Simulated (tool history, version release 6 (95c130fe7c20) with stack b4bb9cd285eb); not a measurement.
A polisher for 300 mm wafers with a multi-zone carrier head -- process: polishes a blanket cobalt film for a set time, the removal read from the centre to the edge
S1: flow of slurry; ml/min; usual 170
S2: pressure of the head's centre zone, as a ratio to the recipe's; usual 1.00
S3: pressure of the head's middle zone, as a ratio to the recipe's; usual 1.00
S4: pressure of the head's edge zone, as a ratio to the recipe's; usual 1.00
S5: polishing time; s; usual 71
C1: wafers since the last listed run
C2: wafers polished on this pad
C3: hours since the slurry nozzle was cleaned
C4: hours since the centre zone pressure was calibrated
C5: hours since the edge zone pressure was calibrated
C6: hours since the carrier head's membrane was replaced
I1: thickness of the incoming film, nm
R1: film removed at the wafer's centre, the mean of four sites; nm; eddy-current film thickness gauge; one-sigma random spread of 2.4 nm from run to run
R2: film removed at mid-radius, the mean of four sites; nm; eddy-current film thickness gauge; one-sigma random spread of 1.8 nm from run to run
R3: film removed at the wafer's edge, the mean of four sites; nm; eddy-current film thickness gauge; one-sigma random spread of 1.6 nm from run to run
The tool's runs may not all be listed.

| run | hour | S1 | S2 | S3 | S4 | S5 | C1 | C2 | C3 | C4 | C5 | C6 | I1 | R1 | R2 | R3 |
|---|---|---|---|---|---|---|---|---|---|---|---|---|---|---|---|---|
| 1 | 0.0 | 170 | 1.00 | 1.00 | 1.00 | 71 | 0 | 135 | 116.1 | 727.4 | 227.2 | 171.7 | 1363.9 | 224.3 | 257.3 | 256.0 |
| 2 | 64.7 | 170 | 0.94 | 1.00 | 1.00 | 71 | 775 | 910 | 180.8 | 792.1 | 291.9 | 236.4 | 1332.5 | 203.5 | 248.1 | 246.6 |
| 3 | 127.8 | 170 | 1.00 | 1.00 | 1.00 | 71 | 756 | 1666 | 243.9 | 855.2 | 355.0 | 299.5 | 1331.0 | 211.7 | 236.8 | 239.1 |
| 4 | 165.3 | 200 | 1.00 | 1.03 | 0.92 | 71 | 449 | 2116 | 281.4 | 892.7 | 392.5 | 337.0 | 1316.4 | 215.4 | 252.1 | 233.5 |
| 5 | 190.3 | 170 | 1.00 | 1.00 | 1.00 | 71 | 299 | 2416 | 306.4 | 917.7 | 417.5 | 362.0 | 1359.6 | 208.9 | 241.4 | 238.3 |
| 6 | 260.2 | 170 | 1.00 | 1.00 | 0.95 | 71 | 837 | 3253 | 376.3 | 987.6 | 487.4 | 431.9 | 1346.7 | 208.6 | 238.5 | 230.8 |
|  | 277.1 | slurry nozzle cleaned |
|  | 284.3 | centre zone pressure recalibrated |
|  | 299.3 | worn pad replaced by a new one |
| 7 | 299.8 | 140 | 1.00 | 0.90 | 1.03 | 71 | 390 | 5 | 22.7 | 15.5 | 527.0 | 471.5 | 1349.0 | 246.9 | 229.8 | 256.0 |
| 8 | 333.3 | 170 | 1.00 | 1.00 | 1.00 | 71 | 401 | 407 | 56.2 | 49.0 | 560.5 | 505.0 | 1346.4 | 250.8 | 255.8 | 254.7 |
| 9 | 359.0 | 170 | 0.88 | 1.11 | 0.93 | 71 | 307 | 715 | 81.9 | 74.7 | 586.2 | 530.7 | 1362.5 | 216.1 | 274.3 | 240.9 |
| 10 | 402.5 | 170 | 1.00 | 1.09 | 1.00 | 89 | 521 | 1236 | 125.4 | 118.2 | 629.7 | 574.2 | 1359.4 | 294.0 | 334.8 | 311.6 |
| 11 | 448.0 | 170 | 1.00 | 1.00 | 1.00 | 71 | 545 | 1781 | 170.9 | 163.7 | 675.2 | 619.7 | 1356.1 | 234.3 | 243.8 | 241.9 |
| 12 | 491.1 | 170 | 1.12 | 1.00 | 1.00 | 71 | 516 | 2298 | 214.0 | 206.8 | 718.3 | 662.8 | 1336.7 | 255.2 | 240.8 | 240.5 |
| 13 | 538.5 | 170 | 1.00 | 1.04 | 1.00 | 71 | 568 | 2866 | 261.4 | 254.2 | 765.7 | 710.2 | 1346.5 | 225.5 | 247.1 | 239.3 |
|  | 563.7 | edge zone pressure recalibrated |
| 14 | 582.5 | 170 | 1.00 | 1.00 | 0.94 | 71 | 503 | 3369 | 305.4 | 298.2 | 18.8 | 754.2 | 1312.5 | 220.7 | 234.2 | 230.1 |
| 15 | 618.4 | 190 | 0.92 | 1.00 | 0.90 | 61 | 430 | 3799 | 341.3 | 334.1 | 54.7 | 790.1 | 1344.3 | 179.6 | 208.3 | 198.3 |
| 16 | 660.8 | 170 | 1.12 | 1.00 | 1.00 | 61 | 508 | 4308 | 383.7 | 376.5 | 97.1 | 832.5 | 1347.0 | 210.9 | 201.0 | 200.8 |
|  | 663.5 | slurry nozzle cleaned |
|  | 684.9 | worn pad replaced by a new one |
| 17 | 731.1 | 195 | 1.08 | 1.00 | 1.00 | 71 | 782 | 553 | 67.6 | 446.8 | 167.4 | 902.8 | 1337.8 | 257.4 | 260.1 | 257.7 |
| 18 | 774.7 | 170 | 1.00 | 1.04 | 1.00 | 85 | 522 | 1076 | 111.2 | 490.4 | 211.0 | 946.4 | 1328.7 | 269.2 | 306.0 | 294.5 |
| 19 | 814.9 | 190 | 1.03 | 1.07 | 0.94 | 71 | 481 | 1558 | 151.4 | 530.6 | 251.2 | 986.6 | 1338.6 | 233.0 | 264.7 | 241.2 |
| 20 | 847.1 | 170 | 1.00 | 1.00 | 1.00 | 71 | 385 | 1944 | 183.6 | 562.8 | 283.4 | 1018.8 | 1346.5 | 219.1 | 240.3 | 244.5 |
| 21 | 894.1 | 170 | 1.00 | 0.96 | 1.00 | 59 | 563 | 2507 | 230.6 | 609.8 | 330.4 | 1065.8 | 1318.1 | 179.4 | 193.1 | 199.2 |
| 22 | 924.0 | 170 | 1.00 | 0.93 | 1.00 | 71 | 358 | 2865 | 260.5 | 639.7 | 360.3 | 1095.7 | 1339.4 | 214.9 | 226.5 | 239.6 |
| 23 | 979.2 | 170 | 1.00 | 1.00 | 1.00 | 71 | 661 | 3527 | 315.7 | 694.9 | 415.5 | 1150.9 | 1349.8 | 217.7 | 239.1 | 237.4 |

3 options for the next run, each taken on its own from the tool as it stands now. Forecast them:
| A | 979.6 | 170 | 1.00 | 1.00 | 1.00 | 71 | 4 | 3532 | 316.1 | 695.3 | 415.9 | 1151.3 | 1320.5 | ? | ? | ? |
| B | 979.6 | 170 | 1.00 | 1.00 | 0.89 | 71 | 4 | 3532 | 316.1 | 695.3 | 415.9 | 1151.3 | 1320.5 | ? | ? | ? |
| C | 979.6 | 125 | 1.00 | 1.00 | 1.00 | 65 | 4 | 3532 | 316.1 | 695.3 | 415.9 | 1151.3 | 1320.5 | ? | ? | ? |

| run | R1 | R2 | R3 |
|---|---|---|---|
| A | 213.5 | 237.0 | 234.5 |
| B | 213.5 | 237.0 | 222.0 |
| C | 180.8 | 202.6 | 204.4 |
Had the tool no hidden state, the same runs would have come out as:
| run | R1 | R2 | R3 |
|---|---|---|---|
| A | 261.1 | 260.9 | 258.2 |
| B | 261.1 | 260.9 | 244.5 |
| C | 221.1 | 223.0 | 225.1 |
